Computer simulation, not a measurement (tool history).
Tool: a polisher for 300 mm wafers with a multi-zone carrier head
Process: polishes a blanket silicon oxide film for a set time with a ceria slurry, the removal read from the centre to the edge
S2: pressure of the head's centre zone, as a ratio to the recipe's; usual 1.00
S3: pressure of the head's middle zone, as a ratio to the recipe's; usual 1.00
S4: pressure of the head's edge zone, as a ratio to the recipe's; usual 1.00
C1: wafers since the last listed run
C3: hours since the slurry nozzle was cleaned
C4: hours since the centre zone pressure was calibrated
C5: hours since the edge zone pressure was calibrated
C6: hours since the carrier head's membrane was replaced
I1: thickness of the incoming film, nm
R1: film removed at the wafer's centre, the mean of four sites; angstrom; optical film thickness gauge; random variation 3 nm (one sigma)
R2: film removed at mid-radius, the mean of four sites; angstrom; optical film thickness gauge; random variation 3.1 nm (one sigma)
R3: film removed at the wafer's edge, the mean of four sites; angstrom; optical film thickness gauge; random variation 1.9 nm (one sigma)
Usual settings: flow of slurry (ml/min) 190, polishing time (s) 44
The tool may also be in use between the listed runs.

run 1 hour=0.0 | flow_of_slurry_(ml/min)=145 S2=1.00 S3=1.00 S4=1.00 polishing_time_(s)=44 | C1=0 wafers_polished_on_this_pad=126 C3=399.5 C4=496.9 C5=803.7 C6=0.5 | I1=1261.0 | R1=2234 R2=2263 R3=2361
-- hour=7.2 slurry nozzle cleaned
run 2 hour=13.9 | flow_of_slurry_(ml/min)=190 S2=1.00 S3=1.00 S4=1.00 polishing_time_(s)=37 | C1=98 wafers_polished_on_this_pad=225 C3=6.7 C4=510.8 C5=817.6 C6=14.4 | I1=1269.5 | R1=1996 R2=2028 R3=2026
-- hour=24.6 edge zone pressure recalibrated
run 3 hour=30.6 | flow_of_slurry_(ml/min)=190 S2=1.00 S3=1.00 S4=1.00 polishing_time_(s)=44 | C1=112 wafers_polished_on_this_pad=337 C3=23.4 C4=527.5 C5=6.0 C6=31.1 | I1=1256.8 | R1=2425 R2=2415 R3=2481
run 4 hour=46.6 | flow_of_slurry_(ml/min)=225 S2=1.00 S3=1.00 S4=1.00 polishing_time_(s)=34 | C1=122 wafers_polished_on_this_pad=460 C3=39.4 C4=543.5 C5=22.0 C6=47.1 | I1=1255.2 | R1=1937 R2=1893 R3=1901
run 5 hour=55.6 | flow_of_slurry_(ml/min)=160 S2=0.89 S3=1.00 S4=0.96 polishing_time_(s)=44 | C1=68 wafers_polished_on_this_pad=529 C3=48.4 C4=552.5 C5=31.0 C6=56.1 | I1=1248.7 | R1=2112 R2=2328 R3=2326
run 6 hour=65.4 | flow_of_slurry_(ml/min)=170 S2=1.00 S3=1.00 S4=1.00 polishing_time_(s)=30 | C1=75 wafers_polished_on_this_pad=604 C3=58.2 C4=562.3 C5=40.8 C6=65.9 | I1=1246.1 | R1=1629 R2=1604 R3=1638
run 7 hour=74.1 | flow_of_slurry_(ml/min)=190 S2=1.00 S3=0.92 S4=1.00 polishing_time_(s)=44 | C1=66 wafers_polished_on_this_pad=670 C3=66.9 C4=571.0 C5=49.5 C6=74.6 | I1=1288.4 | R1=2436 R2=2222 R3=2429
run 8 hour=87.5 | flow_of_slurry_(ml/min)=140 S2=1.00 S3=1.07 S4=1.00 polishing_time_(s)=44 | C1=102 wafers_polished_on_this_pad=773 C3=80.3 C4=584.4 C5=62.9 C6=88.0 | I1=1263.7 | R1=2326 R2=2554 R3=2376
run 9 hour=94.7 | flow_of_slurry_(ml/min)=190 S2=1.00 S3=1.00 S4=1.05 polishing_time_(s)=38 | C1=55 wafers_polished_on_this_pad=828 C3=87.5 C4=591.6 C5=70.1 C6=95.2 | I1=1264.6 | R1=2089 R2=2132 R3=2142
-- hour=108.0 worn pad replaced by a new one
run 10 hour=134.9 | flow_of_slurry_(ml/min)=140 S2=0.88 S3=0.91 S4=1.00 polishing_time_(s)=44 | C1=277 wafers_polished_on_this_pad=205 C3=127.7 C4=631.8 C5=110.3 C6=135.4 | I1=1247.2 | R1=2053 R2=2158 R3=2381
-- hour=147.7 centre zone pressure recalibrated
run 11 hour=148.2 | flow_of_slurry_(ml/min)=130 S2=1.00 S3=1.00 S4=1.04 polishing_time_(s)=44 | C1=86 wafers_polished_on_this_pad=292 C3=141.0 C4=0.5 C5=123.6 C6=148.7 | I1=1250.4 | R1=2309 R2=2388 R3=2376
run 12 hour=159.6 | flow_of_slurry_(ml/min)=255 S2=1.04 S3=1.00 S4=0.96 polishing_time_(s)=44 | C1=87 wafers_polished_on_this_pad=379 C3=152.4 C4=11.9 C5=135.0 C6=160.1 | I1=1261.7 | R1=2674 R2=2435 R3=2432
run 13 hour=168.0 | flow_of_slurry_(ml/min)=190 S2=1.00 S3=1.00 S4=1.00 polishing_time_(s)=44 | C1=64 wafers_polished_on_this_pad=444 C3=160.8 C4=20.3 C5=143.4 C6=168.5 | I1=1254.7 | R1=2428 R2=2420 R3=2407
run 14 hour=178.8 | flow_of_slurry_(ml/min)=240 S2=1.00 S3=1.03 S4=1.00 polishing_time_(s)=44 | C1=82 wafers_polished_on_this_pad=526 C3=171.6 C4=31.1 C5=154.2 C6=179.3 | I1=1238.7 | R1=2467 R2=2538 R3=2484
run 15 hour=190.8 | flow_of_slurry_(ml/min)=190 S2=1.00 S3=1.00 S4=1.00 polishing_time_(s)=44 | C1=91 wafers_polished_on_this_pad=618 C3=183.6 C4=43.1 C5=166.2 C6=191.3 | I1=1257.9 | R1=2469 R2=2395 R3=2397
run 16 hour=203.3 | flow_of_slurry_(ml/min)=165 S2=1.10 S3=1.00 S4=1.07 polishing_time_(s)=44 | C1=95 wafers_polished_on_this_pad=714 C3=196.1 C4=55.6 C5=178.7 C6=203.8 | I1=1247.0 | R1=2639 R2=2416 R3=2480
run 17 hour=212.1 | flow_of_slurry_(ml/min)=190 S2=1.00 S3=1.00 S4=1.00 polishing_time_(s)=38 | C1=67 wafers_polished_on_this_pad=781 C3=204.9 C4=64.4 C5=187.5 C6=212.6 | I1=1241.8 | R1=2095 R2=2076 R3=2071
-- hour=219.9 worn pad replaced by a new one
run 18 hour=228.0 | flow_of_slurry_(ml/min)=135 S2=0.90 S3=1.00 S4=0.94 polishing_time_(s)=49 | C1=91 wafers_polished_on_this_pad=61 C3=220.8 C4=80.3 C5=203.4 C6=228.5 | I1=1261.4 | R1=2306 R2=2619 R3=2539
run 19 hour=239.9 | flow_of_slurry_(ml/min)=190 S2=1.00 S3=1.00 S4=1.00 polishing_time_(s)=44 | C1=91 wafers_polished_on_this_pad=152 C3=232.7 C4=92.2 C5=215.3 C6=240.4 | I1=1257.8 | R1=2395 R2=2373 R3=2402
run 20 hour=255.3 | flow_of_slurry_(ml/min)=190 S2=0.94 S3=1.00 S4=1.04 polishing_time_(s)=44 | C1=117 wafers_polished_on_this_pad=270 C3=248.1 C4=107.6 C5=230.7 C6=255.8 | I1=1253.3 | R1=2259 R2=2401 R3=2429
run 21 hour=267.9 | flow_of_slurry_(ml/min)=190 S2=1.00 S3=1.00 S4=1.03 polishing_time_(s)=44 | C1=96 wafers_polished_on_this_pad=367 C3=260.7 C4=120.2 C5=243.3 C6=268.4 | I1=1281.0 | R1=2410 R2=2405 R3=2449
run 22 hour=280.3 | flow_of_slurry_(ml/min)=190 S2=1.00 S3=1.00 S4=1.00 polishing_time_(s)=44 | C1=94 wafers_polished_on_this_pad=462 C3=273.1 C4=132.6 C5=255.7 C6=280.8 | I1=1265.3 | R1=2444 R2=2377 R3=2405
run 23 hour=293.6 | flow_of_slurry_(ml/min)=190 S2=1.00 S3=1.00 S4=1.00 polishing_time_(s)=44 | C1=101 wafers_polished_on_this_pad=564 C3=286.4 C4=145.9 C5=269.0 C6=294.1 | I1=1251.1 | R1=2463 R2=2385 R3=2395

3 ways to go on from here, each from the tool as it stands after run 23. What would each give?
run A hour=294.0 | flow_of_slurry_(ml/min)=190 S2=1.00 S3=1.00 S4=1.00 polishing_time_(s)=34 | C1=3 wafers_polished_on_this_pad=567 C3=286.8 C4=146.3 C5=269.4 C6=294.5 | I1=1238.5 | R1=? R2=? R3=?
run B hour=294.0 | flow_of_slurry_(ml/min)=190 S2=0.90 S3=1.00 S4=0.90 polishing_time_(s)=44 | C1=3 wafers_polished_on_this_pad=567 C3=286.8 C4=146.3 C5=269.4 C6=294.5 | I1=1238.5 | R1=? R2=? R3=?
run C hour=294.0 | flow_of_slurry_(ml/min)=190 S2=1.10 S3=1.03 S4=1.00 polishing_time_(s)=44 | C1=3 wafers_polished_on_this_pad=567 C3=286.8 C4=146.3 C5=269.4 C6=294.5 | I1=1238.5 | R1=? R2=? R3=?

run=A R1=1856 R2=1864 R3=1839
run=B R1=2160 R2=2414 R3=2265
run=C R1=2645 R2=2473 R3=2379
Without the tool's hidden state the same runs would have given:
run=A R1=1896 R2=1900 R3=1865
run=B R1=2206 R2=2460 R3=2296
run=C R1=2701 R2=2520 R3=2412
